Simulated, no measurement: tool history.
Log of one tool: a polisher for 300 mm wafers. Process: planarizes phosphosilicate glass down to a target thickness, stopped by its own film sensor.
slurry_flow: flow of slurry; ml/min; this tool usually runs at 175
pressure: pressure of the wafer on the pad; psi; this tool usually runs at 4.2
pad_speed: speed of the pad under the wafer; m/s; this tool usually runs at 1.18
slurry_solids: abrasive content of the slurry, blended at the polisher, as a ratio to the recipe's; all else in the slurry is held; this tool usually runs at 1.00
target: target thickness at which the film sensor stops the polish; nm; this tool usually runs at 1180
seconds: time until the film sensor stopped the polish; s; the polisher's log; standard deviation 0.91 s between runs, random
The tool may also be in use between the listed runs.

| run | hour | slurry_flow | pressure | pad_speed | slurry_solids | target | incoming thickness of the incoming film, nm | seconds |
|---|---|---|---|---|---|---|---|---|
| 1 | 0.0 | 175 | 4.2 | 1.18 | 1.00 | 1180 | 1968.7 | 73.8 |
|  | 9.7 | worn pad replaced by a new one, of another model than before |
| 2 | 15.0 | 175 | 4.2 | 1.18 | 1.00 | 1180 | 1964.0 | 70.6 |
| 3 | 24.3 | 175 | 5.3 | 1.18 | 1.00 | 1180 | 1973.7 | 57.6 |
|  | 26.5 | conditioning disc replaced and pad reconditioned |
| 4 | 30.8 | 175 | 4.2 | 1.18 | 1.15 | 1435 | 1973.1 | 44.9 |
| 5 | 44.0 | 125 | 4.2 | 0.80 | 1.00 | 1004 | 1941.9 | 105.5 |
| 6 | 55.2 | 175 | 4.2 | 1.18 | 1.00 | 1180 | 1990.2 | 72.4 |
| 7 | 64.4 | 175 | 4.2 | 1.18 | 1.00 | 1180 | 1973.9 | 70.4 |
|  | 69.2 | slurry blender recalibrated |
| 8 | 70.8 | 175 | 4.2 | 1.18 | 1.00 | 1180 | 1996.7 | 74.2 |
| 9 | 85.5 | 125 | 4.2 | 1.18 | 1.00 | 1180 | 1959.3 | 74.0 |
| 10 | 98.8 | 175 | 4.2 | 1.18 | 0.85 | 1180 | 1974.1 | 77.9 |
|  | 116.0 | worn pad replaced by a new one |
| 11 | 116.5 | 155 | 4.2 | 1.18 | 0.80 | 979 | 1937.5 | 90.7 |
| 12 | 128.2 | 175 | 3.1 | 1.18 | 1.00 | 1180 | 2001.5 | 90.4 |
| 13 | 142.1 | 175 | 4.2 | 1.18 | 1.00 | 1180 | 2008.4 | 74.4 |
| 14 | 154.6 | 120 | 4.2 | 1.58 | 1.00 | 1085 | 1973.0 | 68.6 |
|  | 168.6 | head pressure recalibrated |
| 15 | 169.1 | 210 | 5.5 | 1.06 | 1.00 | 1180 | 2014.8 | 63.9 |
| 16 | 176.6 | 140 | 4.2 | 1.18 | 1.20 | 1397 | 1979.8 | 51.4 |
| 17 | 184.3 | 175 | 3.0 | 1.18 | 1.00 | 1180 | 1967.1 | 90.1 |
| 18 | 199.1 | 190 | 4.2 | 1.18 | 1.00 | 1307 | 1950.7 | 60.1 |
| 19 | 211.8 | 175 | 4.2 | 1.18 | 1.00 | 1180 | 1934.5 | 69.9 |
|  | 226.9 | worn pad replaced by a new one |
| 20 | 227.3 | 175 | 4.2 | 1.18 | 1.00 | 1180 | 1961.3 | 70.5 |
| 21 | 235.6 | 175 | 4.2 | 1.18 | 1.00 | 1180 | 1939.9 | 66.7 |
| 22 | 244.3 | 175 | 4.2 | 1.18 | 1.00 | 1180 | 1947.0 | 69.0 |
| 23 | 253.3 | 175 | 4.2 | 1.48 | 1.00 | 1180 | 1984.4 | 63.8 |
| 24 | 262.2 | 175 | 3.0 | 1.18 | 0.90 | 1180 | 1974.8 | 94.2 |
| 25 | 270.0 | 175 | 5.2 | 1.02 | 1.00 | 930 | 1994.5 | 88.9 |
| 26 | 276.0 | 175 | 3.6 | 1.18 | 1.00 | 1180 | 1941.2 | 77.3 |

Alternative continuations, all from the tool just after run 26; predict every row:
| A | 276.4 | 175 | 3.8 | 1.18 | 1.00 | 1180 | 1933.3 | ? |
| B | 276.4 | 195 | 4.2 | 1.18 | 1.00 | 1420 | 1933.3 | ? |
| C | 276.4 | 175 | 4.2 | 0.96 | 1.25 | 1406 | 1933.3 | ? |
| D | 276.4 | 130 | 4.2 | 1.42 | 1.20 | 1069 | 1933.3 | ? |

| run | seconds |
|---|---|
| A | 73.6 |
| B | 46.2 |
| C | 49.1 |
| D | 68.1 |
What these runs would have given with no unlogged condition in the tool:
| run | seconds |
|---|---|
| A | 71.1 |
| B | 44.6 |
| C | 47.5 |
| D | 65.8 |

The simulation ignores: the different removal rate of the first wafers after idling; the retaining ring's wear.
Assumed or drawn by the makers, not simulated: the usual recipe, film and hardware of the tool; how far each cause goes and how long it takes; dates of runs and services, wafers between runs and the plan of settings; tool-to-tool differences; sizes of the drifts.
